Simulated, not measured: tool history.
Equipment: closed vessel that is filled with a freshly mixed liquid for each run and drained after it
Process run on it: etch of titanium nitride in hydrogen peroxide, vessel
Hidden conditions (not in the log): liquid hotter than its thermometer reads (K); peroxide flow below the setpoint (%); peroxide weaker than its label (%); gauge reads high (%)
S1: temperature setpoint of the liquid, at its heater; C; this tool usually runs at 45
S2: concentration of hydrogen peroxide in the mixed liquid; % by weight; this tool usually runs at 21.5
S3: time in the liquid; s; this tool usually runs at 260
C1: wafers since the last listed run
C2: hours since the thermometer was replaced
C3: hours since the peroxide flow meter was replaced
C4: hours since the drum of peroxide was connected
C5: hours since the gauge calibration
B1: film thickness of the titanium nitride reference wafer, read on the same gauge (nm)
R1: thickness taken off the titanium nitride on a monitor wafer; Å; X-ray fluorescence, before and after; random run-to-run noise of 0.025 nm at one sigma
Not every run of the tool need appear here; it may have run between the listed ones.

{"run": 1, "day": 0.0, "S1": 45, "S2": 21.5, "S3": 260, "C1": 0, "C2": 1505.6, "C3": 378.4, "C4": 939.7, "C5": 518.7, "B1": 80.007, "R1": 48.85}
{"run": 2, "day": 0.854, "S1": 45, "S2": 16.5, "S3": 260, "C1": 1548, "C2": 1526.1, "C3": 398.9, "C4": 960.2, "C5": 539.2, "B1": 79.993, "R1": 46.04}
{"run": 3, "day": 1.796, "S1": 45, "S2": 16.5, "S3": 260, "C1": 1706, "C2": 1548.7, "C3": 421.5, "C4": 982.8, "C5": 561.8, "B1": 79.996, "R1": 46.11}
{"run": 4, "day": 3.021, "S1": 45, "S2": 16.5, "S3": 260, "C1": 2220, "C2": 1578.1, "C3": 450.9, "C4": 1012.2, "C5": 591.2, "B1": 80.013, "R1": 46.23}
{"run": 5, "day": 4.312, "S1": 48, "S2": 17, "S3": 260, "C1": 2341, "C2": 1609.1, "C3": 481.9, "C4": 1043.2, "C5": 622.2, "B1": 79.998, "R1": 57.61}
{"run": 6, "day": 4.95, "S1": 48, "S2": 17, "S3": 260, "C1": 1155, "C2": 1624.4, "C3": 497.2, "C4": 1058.5, "C5": 637.5, "B1": 80, "R1": 58.23}
{"run": 7, "day": 5.642, "S1": 45, "S2": 18.5, "S3": 380, "C1": 1253, "C2": 1641, "C3": 513.8, "C4": 1075.1, "C5": 654.1, "B1": 80.001, "R1": 69.74}
{"run": 8, "day": 7.567, "S1": 45, "S2": 21.5, "S3": 260, "C1": 3489, "C2": 1687.2, "C3": 560, "C4": 1121.3, "C5": 700.3, "B1": 79.996, "R1": 48.94}
{"run": 9, "day": 8.212, "S1": 45, "S2": 21.5, "S3": 260, "C1": 1170, "C2": 1702.7, "C3": 575.5, "C4": 1136.8, "C5": 715.8, "B1": 80.013, "R1": 49.2}
{"run": 10, "day": 8.812, "S1": 45, "S2": 21.5, "S3": 260, "C1": 1087, "C2": 1717.1, "C3": 589.9, "C4": 1151.2, "C5": 730.2, "B1": 80.001, "R1": 49.27}
{"run": 11, "day": 9.946, "S1": 45, "S2": 21.5, "S3": 260, "C1": 2054, "C2": 1744.3, "C3": 617.1, "C4": 1178.4, "C5": 757.4, "B1": 80.014, "R1": 49.27}
{"day": 10.467, "done": "gauge calibrated"}
{"day": 10.75, "done": "peroxide flow meter replaced"}
{"run": 12, "day": 10.854, "S1": 45, "S2": 21.5, "S3": 260, "C1": 1570, "C2": 1766.1, "C3": 2.5, "C4": 1200.2, "C5": 9.3, "B1": 79.999, "R1": 49.9}
{"run": 13, "day": 11.471, "S1": 49, "S2": 21.5, "S3": 175, "C1": 1117, "C2": 1780.9, "C3": 17.3, "C4": 1215, "C5": 24.1, "B1": 80.025, "R1": 44.99}
{"run": 14, "day": 12.367, "S1": 38, "S2": 23.5, "S3": 260, "C1": 1623, "C2": 1802.4, "C3": 38.8, "C4": 1236.5, "C5": 45.6, "B1": 79.998, "R1": 30.34}
{"run": 15, "day": 13.042, "S1": 52, "S2": 21.5, "S3": 260, "C1": 1223, "C2": 1818.6, "C3": 55, "C4": 1252.7, "C5": 61.8, "B1": 80.001, "R1": 83.32}
{"run": 16, "day": 14.367, "S1": 35.5, "S2": 21.5, "S3": 110, "C1": 2401, "C2": 1850.4, "C3": 86.8, "C4": 1284.5, "C5": 93.6, "B1": 80.017, "R1": 10.43}
{"run": 17, "day": 15.225, "S1": 45, "S2": 21.5, "S3": 260, "C1": 1555, "C2": 1871, "C3": 107.4, "C4": 1305.1, "C5": 114.2, "B1": 79.998, "R1": 50.35}
{"run": 18, "day": 16.171, "S1": 45, "S2": 21.5, "S3": 260, "C1": 1714, "C2": 1893.7, "C3": 130.1, "C4": 1327.8, "C5": 136.9, "B1": 79.998, "R1": 50.55}
{"run": 19, "day": 17.508, "S1": 40, "S2": 18, "S3": 310, "C1": 2424, "C2": 1925.8, "C3": 162.2, "C4": 1359.9, "C5": 169, "B1": 79.991, "R1": 39.68}
{"run": 20, "day": 18.512, "S1": 45, "S2": 26.5, "S3": 260, "C1": 1820, "C2": 1949.9, "C3": 186.3, "C4": 1384, "C5": 193.1, "B1": 79.99, "R1": 52.58}
{"run": 21, "day": 19.838, "S1": 39, "S2": 16.5, "S3": 260, "C1": 2401, "C2": 1981.7, "C3": 218.1, "C4": 1415.8, "C5": 224.9, "B1": 79.984, "R1": 30.4}
{"day": 19.896, "done": "new drum of peroxide connected"}
{"run": 22, "day": 20.542, "S1": 45, "S2": 21.5, "S3": 260, "C1": 1200, "C2": 1998.6, "C3": 235, "C4": 15.5, "C5": 241.8, "B1": 80.001, "R1": 50.75}
{"day": 20.717, "done": "thermometer replaced"}
{"run": 23, "day": 21.508, "S1": 39, "S2": 21.5, "S3": 140, "C1": 1676, "C2": 19, "C3": 258.2, "C4": 38.7, "C5": 265, "B1": 80.001, "R1": 15.7}
{"run": 24, "day": 22.521, "S1": 45, "S2": 15, "S3": 175, "C1": 1835, "C2": 43.3, "C3": 282.5, "C4": 63, "C5": 289.3, "B1": 79.993, "R1": 28.06}
{"run": 25, "day": 23.283, "S1": 37.5, "S2": 15.5, "S3": 145, "C1": 1382, "C2": 61.6, "C3": 300.8, "C4": 81.3, "C5": 307.6, "B1": 80.006, "R1": 13.4}
{"run": 26, "day": 24.279, "S1": 54, "S2": 21.5, "S3": 260, "C1": 1804, "C2": 85.5, "C3": 324.7, "C4": 105.2, "C5": 331.5, "B1": 80.003, "R1": 87.65}
{"run": 27, "day": 25.375, "S1": 38.5, "S2": 26.5, "S3": 170, "C1": 1986, "C2": 111.8, "C3": 351, "C4": 131.5, "C5": 357.8, "B1": 79.994, "R1": 18.94}
{"run": 28, "day": 27.154, "S1": 42, "S2": 23.5, "S3": 220, "C1": 3224, "C2": 154.5, "C3": 393.7, "C4": 174.2, "C5": 400.5, "B1": 80.007, "R1": 31.13}

The tool's hidden state at each run:
peroxide weaker than its label (%): 0 at every run
gauge reads high (%): 0 at every run
H1: liquid hotter than its thermometer reads (K)
H2: peroxide flow below the setpoint (%)
run=1 H1=1.24 H2=7.04
run=2 H1=1.26 H2=7.38
run=3 H1=1.28 H2=7.75
run=4 H1=1.3 H2=8.23
run=5 H1=1.33 H2=8.74
run=6 H1=1.34 H2=8.99
run=7 H1=1.35 H2=9.26
run=8 H1=1.39 H2=10
run=9 H1=1.4 H2=10.3
run=10 H1=1.41 H2=10.5
run=11 H1=1.43 H2=11
run=12 H1=1.45 H2=0.223
run=13 H1=1.46 H2=0.466
run=14 H1=1.48 H2=0.819
run=15 H1=1.49 H2=1.08
run=16 H1=1.52 H2=1.61
run=17 H1=1.54 H2=1.94
run=18 H1=1.55 H2=2.32
run=19 H1=1.58 H2=2.84
run=20 H1=1.6 H2=3.24
run=21 H1=1.62 H2=3.76
run=22 H1=1.64 H2=4.04
run=23 H1=0.226 H2=4.42
run=24 H1=0.246 H2=4.82
run=25 H1=0.26 H2=5.12
run=26 H1=0.279 H2=5.51
run=27 H1=0.301 H2=5.94
run=28 H1=0.335 H2=6.64

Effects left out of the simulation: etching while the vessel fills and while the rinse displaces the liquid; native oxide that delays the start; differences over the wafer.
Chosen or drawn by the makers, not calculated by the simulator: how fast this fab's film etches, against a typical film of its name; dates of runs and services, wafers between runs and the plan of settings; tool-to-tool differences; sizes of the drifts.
